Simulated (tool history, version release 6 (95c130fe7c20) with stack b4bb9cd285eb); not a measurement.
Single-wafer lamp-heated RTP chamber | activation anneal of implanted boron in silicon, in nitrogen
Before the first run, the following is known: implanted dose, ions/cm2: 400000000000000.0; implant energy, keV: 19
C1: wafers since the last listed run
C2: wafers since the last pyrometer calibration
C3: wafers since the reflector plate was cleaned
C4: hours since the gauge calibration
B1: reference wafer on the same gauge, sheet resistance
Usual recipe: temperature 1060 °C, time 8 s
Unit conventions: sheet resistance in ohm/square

run 1 hour=0 | temperature=1069 time=8 | C1=0 C2=2429 C3=10126 C4=744 | B1=270.77 | sheet_resistance=244.34
run 2 hour=41.5 | temperature=1060 time=9 | C1=589 C2=3019 C3=10716 C4=785.5 | B1=270.8 | sheet_resistance=244.21
-- hour=52 reflector plate cleaned
run 3 hour=86.7 | temperature=1060 time=9 | C1=528 C2=3548 C3=492 C4=830.7 | B1=270.87 | sheet_resistance=243.98
run 4 hour=136.2 | temperature=1060 time=9 | C1=703 C2=4252 C3=1196 C4=880.2 | B1=271.05 | sheet_resistance=244.45
run 5 hour=201.4 | temperature=1060 time=10 | C1=926 C2=5178 C3=2123 C4=945.4 | B1=270.89 | sheet_resistance=244.57
run 6 hour=242.9 | temperature=1060 time=10 | C1=589 C2=5768 C3=2713 C4=986.9 | B1=271.04 | sheet_resistance=244.27
run 7 hour=298.3 | temperature=1060 time=10 | C1=787 C2=6556 C3=3500 C4=1042.3 | B1=271.22 | sheet_resistance=243.96
-- hour=354.5 pyrometer window cleaned and pyrometer calibrated
run 8 hour=453.3 | temperature=1060 time=8 | C1=2089 C2=1404 C3=5590 C4=1197.3 | B1=271.4 | sheet_resistance=245.48
run 9 hour=500.4 | temperature=1060 time=8 | C1=669 C2=2074 C3=6260 C4=1244.4 | B1=271.28 | sheet_resistance=244.83
run 10 hour=558.1 | temperature=1060 time=8 | C1=820 C2=2894 C3=7080 C4=1302.1 | B1=271.54 | sheet_resistance=246.03
run 11 hour=588.2 | temperature=1060 time=8 | C1=427 C2=3322 C3=7508 C4=1332.2 | B1=271.52 | sheet_resistance=245.27
run 12 hour=652.8 | temperature=1060 time=8 | C1=918 C2=4240 C3=8426 C4=1396.8 | B1=271.82 | sheet_resistance=245.69
run 13 hour=692.2 | temperature=1060 time=7 | C1=560 C2=4800 C3=8986 C4=1436.2 | B1=271.82 | sheet_resistance=246.05
run 14 hour=736 | temperature=1060 time=7 | C1=622 C2=5423 C3=9609 C4=1480 | B1=272 | sheet_resistance=246.2
run 15 hour=787.2 | temperature=1042 time=6 | C1=727 C2=6151 C3=10337 C4=1531.2 | B1=272.04 | sheet_resistance=248.21
-- hour=831.1 reflector plate cleaned
-- hour=854.4 pyrometer window cleaned and pyrometer calibrated
run 16 hour=854.9 | temperature=1060 time=8 | C1=734 C2=7 C3=224 C4=1598.9 | B1=272.47 | sheet_resistance=244.97
run 17 hour=910.2 | temperature=1060 time=8 | C1=786 C2=793 C3=1011 C4=1654.2 | B1=272.61 | sheet_resistance=245.9
run 18 hour=960.6 | temperature=1048 time=9 | C1=716 C2=1510 C3=1727 C4=1704.6 | B1=272.75 | sheet_resistance=246.41
run 19 hour=1013.6 | temperature=1060 time=12 | C1=753 C2=2263 C3=2481 C4=1757.6 | B1=272.78 | sheet_resistance=245.4
-- hour=1025.1 gauge calibrated
run 20 hour=1069.3 | temperature=1049 time=6 | C1=791 C2=3055 C3=3272 C4=44.2 | B1=269.81 | sheet_resistance=245.22
run 21 hour=1112.1 | temperature=1060 time=8 | C1=608 C2=3663 C3=3881 C4=87 | B1=269.69 | sheet_resistance=244.01
run 22 hour=1177.3 | temperature=1060 time=11 | C1=926 C2=4590 C3=4808 C4=152.2 | B1=269.89 | sheet_resistance=242.6
run 23 hour=1234.3 | temperature=1060 time=7 | C1=810 C2=5401 C3=5618 C4=209.2 | B1=269.74 | sheet_resistance=243.78
run 24 hour=1300.6 | temperature=1060 time=8 | C1=942 C2=6343 C3=6560 C4=275.5 | B1=269.94 | sheet_resistance=243.73
-- hour=1372.4 pyrometer window cleaned and pyrometer calibrated
run 25 hour=1372.9 | temperature=1031 time=6 | C1=914 C2=7 C3=7475 C4=347.8 | B1=269.87 | sheet_resistance=245.88
run 26 hour=1437.6 | temperature=1077 time=12 | C1=919 C2=927 C3=8394 C4=412.5 | B1=269.77 | sheet_resistance=242.16
run 27 hour=1492.6 | temperature=1038 time=11 | C1=781 C2=1709 C3=9176 C4=467.5 | B1=269.89 | sheet_resistance=244.87
run 28 hour=1556.7 | temperature=1087 time=8 | C1=911 C2=2620 C3=10087 C4=531.6 | B1=269.82 | sheet_resistance=242.61
run 29 hour=1621.5 | temperature=1048 time=6 | C1=921 C2=3541 C3=11009 C4=596.4 | B1=270.18 | sheet_resistance=245.56
run 30 hour=1679.6 | temperature=1045 time=8 | C1=825 C2=4367 C3=11835 C4=654.5 | B1=270.06 | sheet_resistance=244.73
-- hour=1722.3 reflector plate cleaned
run 31 hour=1730.5 | temperature=1060 time=8 | C1=609 C2=4977 C3=115 C4=705.4 | B1=270.14 | sheet_resistance=243.86
-- hour=1796.1 pyrometer window cleaned and pyrometer calibrated
run 32 hour=1796.6 | temperature=1090 time=10 | C1=825 C2=6 C3=941 C4=771.5 | B1=270.2 | sheet_resistance=242.77
run 33 hour=1840.4 | temperature=1032 time=8 | C1=622 C2=629 C3=1564 C4=815.3 | B1=270.17 | sheet_resistance=245.75
run 34 hour=1870.8 | temperature=1050 time=5 | C1=432 C2=1061 C3=1996 C4=845.7 | B1=270.45 | sheet_resistance=245.26
run 35 hour=1907.1 | temperature=1060 time=8 | C1=516 C2=1577 C3=2512 C4=882 | B1=270.32 | sheet_resistance=243.93

Results per run with the tool's hidden condition removed, run-to-run variation unchanged:
Hidden state at play: true wafer temperature minus pyrometer reading, K; wafer temperature error from the tarnished reflector plate, K; gauge reads high (%).
run=1 sheet_resistance=243.67
run=2 sheet_resistance=243.5
run=3 sheet_resistance=243.21
run=4 sheet_resistance=243.62
run=5 sheet_resistance=243.65
run=6 sheet_resistance=243.3
run=7 sheet_resistance=242.91
run=8 sheet_resistance=244.17
run=9 sheet_resistance=243.44
run=10 sheet_resistance=244.53
run=11 sheet_resistance=243.72
run=12 sheet_resistance=244
run=13 sheet_resistance=244.29
run=14 sheet_resistance=244.34
run=15 sheet_resistance=246.23
run=16 sheet_resistance=242.86
run=17 sheet_resistance=243.65
run=18 sheet_resistance=244.04
run=19 sheet_resistance=242.9
run=20 sheet_resistance=245.44
run=21 sheet_resistance=244.22
run=22 sheet_resistance=242.8
run=23 sheet_resistance=243.97
run=24 sheet_resistance=243.9
run=25 sheet_resistance=246.01
run=26 sheet_resistance=242.26
run=27 sheet_resistance=244.93
run=28 sheet_resistance=242.63
run=29 sheet_resistance=245.52
run=30 sheet_resistance=244.65
run=31 sheet_resistance=243.73
run=32 sheet_resistance=242.56
run=33 sheet_resistance=245.49
run=34 sheet_resistance=244.96
run=35 sheet_resistance=243.59

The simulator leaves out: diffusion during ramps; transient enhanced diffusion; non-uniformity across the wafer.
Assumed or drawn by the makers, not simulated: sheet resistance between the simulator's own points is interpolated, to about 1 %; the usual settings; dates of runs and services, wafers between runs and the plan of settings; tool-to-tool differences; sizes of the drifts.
